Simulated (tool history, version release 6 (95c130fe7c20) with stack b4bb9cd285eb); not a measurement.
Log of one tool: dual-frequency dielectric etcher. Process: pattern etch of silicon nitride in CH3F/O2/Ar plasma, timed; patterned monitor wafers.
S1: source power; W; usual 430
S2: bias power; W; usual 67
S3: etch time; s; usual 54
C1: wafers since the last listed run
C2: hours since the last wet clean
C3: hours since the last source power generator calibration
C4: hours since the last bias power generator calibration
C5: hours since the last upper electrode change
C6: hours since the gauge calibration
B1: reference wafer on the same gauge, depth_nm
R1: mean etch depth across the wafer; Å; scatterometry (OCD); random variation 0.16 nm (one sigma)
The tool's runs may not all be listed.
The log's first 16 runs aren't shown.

At hour 430.3: source power generator calibrated.
Run 17, hour 438.7: usual settings but S2 54 W, S3 66.5 s; C1 244; C2 202.6; C3 8.4; C4 2731.1; C5 158.2; C6 394.8; B1 41.63. Result: R1 430.6 Å.
Run 18, hour 460.9: usual settings but S1 480 W, S2 59 W, S3 39.5 s; C1 182; C2 224.8; C3 30.6; C4 2753.3; C5 180.4; C6 417; B1 41.7. Result: R1 273.1 Å.
Run 19, hour 472.9: usual settings but S1 520 W, S2 79 W; C1 98; C2 236.8; C3 42.6; C4 2765.3; C5 192.4; C6 429; B1 41.61. Result: R1 412.7 Å.
Run 20, hour 486.9: usual settings but S2 55 W, S3 66.5 s; C1 115; C2 250.8; C3 56.6; C4 2779.3; C5 206.4; C6 443; B1 41.78. Result: R1 438.5 Å.
At hour 496.6: bias power generator calibrated.
Run 21, hour 517.4: usual settings but S1 330 W, S2 51 W; C1 217; C2 281.3; C3 87.1; C4 20.8; C5 236.9; C6 473.5; B1 41.7. Result: R1 321.5 Å.
Run 22, hour 539.7: usual settings; C1 183; C2 303.6; C3 109.4; C4 43.1; C5 259.2; C6 495.8; B1 41.69. Result: R1 374.1 Å.
Run 23, hour 564.3: usual settings but S1 480 W; C1 202; C2 328.2; C3 134; C4 67.7; C5 283.8; C6 520.4; B1 41.67. Result: R1 388.7 Å.
At hour 564.5: gauge calibrated.
Run 24, hour 596.4: usual settings; C1 263; C2 360.3; C3 166.1; C4 99.8; C5 315.9; C6 31.9; B1 41.68. Result: R1 377 Å.
Run 25, hour 618.2: usual settings; C1 179; C2 382.1; C3 187.9; C4 121.6; C5 337.7; C6 53.7; B1 41.75. Result: R1 378.1 Å.

Forecast run 26:
Run 26, hour 644.2: usual settings; C1 213; C2 408.1; C3 213.9; C4 147.6; C5 363.7; C6 79.7; B1 ?. Result: R1 ?.

{"run 26": {"B1": 41.72, "R1": 379}}
Without the tool's hidden state the same run would have given R1 370.6 Å.
